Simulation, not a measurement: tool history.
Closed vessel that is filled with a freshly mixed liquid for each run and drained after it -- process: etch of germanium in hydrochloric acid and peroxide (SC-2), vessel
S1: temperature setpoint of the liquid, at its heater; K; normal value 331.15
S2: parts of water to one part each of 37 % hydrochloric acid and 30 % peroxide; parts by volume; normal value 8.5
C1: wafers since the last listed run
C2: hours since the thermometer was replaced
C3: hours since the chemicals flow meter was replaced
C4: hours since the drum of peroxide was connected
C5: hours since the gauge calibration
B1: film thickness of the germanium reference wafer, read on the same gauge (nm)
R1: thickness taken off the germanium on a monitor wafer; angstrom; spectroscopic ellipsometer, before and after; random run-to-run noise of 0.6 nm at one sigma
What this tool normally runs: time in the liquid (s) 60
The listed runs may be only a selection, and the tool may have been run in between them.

run 1 day=0 | S1=333.65 S2=8.5 time_in_the_liquid_(s)=60 | C1=0 C2=478.1 C3=784.3 C4=234.4 C5=102.4 | B1=120.02 | R1=1685.7
run 2 day=0.583 | S1=333.65 S2=8.5 time_in_the_liquid_(s)=60 | C1=1894 C2=492.1 C3=798.3 C4=248.4 C5=116.4 | B1=119.96 | R1=1705.9
run 3 day=1.862 | S1=328.15 S2=8.5 time_in_the_liquid_(s)=60 | C1=4154 C2=522.8 C3=829 C4=279.1 C5=147.1 | B1=120.01 | R1=1440.3
run 4 day=2.608 | S1=328.15 S2=8.5 time_in_the_liquid_(s)=60 | C1=2422 C2=540.7 C3=846.9 C4=297 C5=165 | B1=120.02 | R1=1447.6
-- day=2.7 gauge calibrated
run 5 day=2.904 | S1=326.15 S2=8.5 time_in_the_liquid_(s)=60 | C1=960 C2=547.8 C3=854 C4=304.1 C5=4.9 | B1=120.01 | R1=1370
run 6 day=3.258 | S1=331.15 S2=8.5 time_in_the_liquid_(s)=60 | C1=1150 C2=556.3 C3=862.5 C4=312.6 C5=13.4 | B1=120.01 | R1=1587.2
run 7 day=3.654 | S1=331.15 S2=8.5 time_in_the_liquid_(s)=60 | C1=1285 C2=565.8 C3=872 C4=322.1 C5=22.9 | B1=119.95 | R1=1592.2
-- day=3.833 new drum of peroxide connected
-- day=4.096 thermometer replaced
run 8 day=4.125 | S1=331.15 S2=9.5 time_in_the_liquid_(s)=80 | C1=1258 C2=0.7 C3=883.3 C4=7 C5=34.2 | B1=119.98 | R1=1953.3
run 9 day=4.692 | S1=331.15 S2=10.5 time_in_the_liquid_(s)=60 | C1=1840 C2=14.3 C3=896.9 C4=20.6 C5=47.8 | B1=120.03 | R1=1457.7
run 10 day=4.958 | S1=331.15 S2=10.5 time_in_the_liquid_(s)=60 | C1=866 C2=20.7 C3=903.3 C4=27 C5=54.2 | B1=120.01 | R1=1441.1
-- day=5.158 chemicals flow meter replaced
run 11 day=5.646 | S1=331.15 S2=8.5 time_in_the_liquid_(s)=60 | C1=2097 C2=37.2 C3=11.7 C4=43.5 C5=70.7 | B1=120.04 | R1=1483.3
run 12 day=5.971 | S1=331.15 S2=8.5 time_in_the_liquid_(s)=60 | C1=1055 C2=45 C3=19.5 C4=51.3 C5=78.5 | B1=120 | R1=1484.5
run 13 day=6.588 | S1=331.15 S2=5 time_in_the_liquid_(s)=45 | C1=2002 C2=59.8 C3=34.3 C4=66.1 C5=93.3 | B1=119.98 | R1=1155
run 14 day=7.075 | S1=339.65 S2=12 time_in_the_liquid_(s)=85 | C1=1583 C2=71.5 C3=46 C4=77.8 C5=105 | B1=119.96 | R1=2597
run 15 day=7.367 | S1=331.15 S2=8.5 time_in_the_liquid_(s)=60 | C1=947 C2=78.5 C3=53 C4=84.8 C5=112 | B1=120.03 | R1=1481.6
run 16 day=8.071 | S1=324.65 S2=8.5 time_in_the_liquid_(s)=90 | C1=2286 C2=95.4 C3=69.9 C4=101.7 C5=128.9 | B1=119.98 | R1=1841.6
run 17 day=8.338 | S1=323.15 S2=8.5 time_in_the_liquid_(s)=60 | C1=866 C2=101.8 C3=76.3 C4=108.1 C5=135.3 | B1=119.98 | R1=1173.5
run 18 day=8.725 | S1=331.15 S2=8.5 time_in_the_liquid_(s)=60 | C1=1258 C2=111.1 C3=85.6 C4=117.4 C5=144.6 | B1=120 | R1=1515.6
-- day=9.129 gauge calibrated
run 19 day=9.392 | S1=333.65 S2=8.5 time_in_the_liquid_(s)=60 | C1=2165 C2=127.1 C3=101.6 C4=133.4 C5=6.3 | B1=119.99 | R1=1622.5
run 20 day=9.821 | S1=331.15 S2=9.5 time_in_the_liquid_(s)=45 | C1=1393 C2=137.4 C3=111.9 C4=143.7 C5=16.6 | B1=119.97 | R1=1117.2
run 21 day=10.392 | S1=339.15 S2=5 time_in_the_liquid_(s)=40 | C1=1853 C2=151.1 C3=125.6 C4=157.4 C5=30.3 | B1=120.01 | R1=1314.6
run 22 day=10.896 | S1=336.65 S2=10 time_in_the_liquid_(s)=90 | C1=1637 C2=163.2 C3=137.7 C4=169.5 C5=42.4 | B1=119.98 | R1=2614.6
run 23 day=11.504 | S1=321.65 S2=11.5 time_in_the_liquid_(s)=60 | C1=1975 C2=177.8 C3=152.3 C4=184.1 C5=57 | B1=120 | R1=1091.8
run 24 day=11.754 | S1=331.15 S2=8.5 time_in_the_liquid_(s)=80 | C1=811 C2=183.8 C3=158.3 C4=190.1 C5=63 | B1=120 | R1=2017.8
run 25 day=12.412 | S1=326.15 S2=6 time_in_the_liquid_(s)=90 | C1=2137 C2=199.6 C3=174.1 C4=205.9 C5=78.8 | B1=120.02 | R1=2008.7

Predict each of these 4 candidate next runs independently; none follows another, all start after run 25:
run A day=12.442 | S1=331.15 S2=8.5 time_in_the_liquid_(s)=30 | C1=94 C2=200.3 C3=174.8 C4=206.6 C5=79.5 | B1=? | R1=?
run B day=12.442 | S1=327.65 S2=8.5 time_in_the_liquid_(s)=40 | C1=94 C2=200.3 C3=174.8 C4=206.6 C5=79.5 | B1=? | R1=?
run C day=12.442 | S1=337.65 S2=9.5 time_in_the_liquid_(s)=80 | C1=94 C2=200.3 C3=174.8 C4=206.6 C5=79.5 | B1=? | R1=?
run D day=12.442 | S1=326.15 S2=10 time_in_the_liquid_(s)=75 | C1=94 C2=200.3 C3=174.8 C4=206.6 C5=79.5 | B1=? | R1=?

run=A B1=120 R1=755.5
run=B B1=120 R1=906.4
run=C B1=120 R1=2408.3
run=D B1=120 R1=1599.6
The same runs, with their run-to-run variation unchanged, on a tool lacking any hidden condition would have given:
run=A R1=735.7
run=B R1=882
run=C R1=2348
run=D R1=1556.4

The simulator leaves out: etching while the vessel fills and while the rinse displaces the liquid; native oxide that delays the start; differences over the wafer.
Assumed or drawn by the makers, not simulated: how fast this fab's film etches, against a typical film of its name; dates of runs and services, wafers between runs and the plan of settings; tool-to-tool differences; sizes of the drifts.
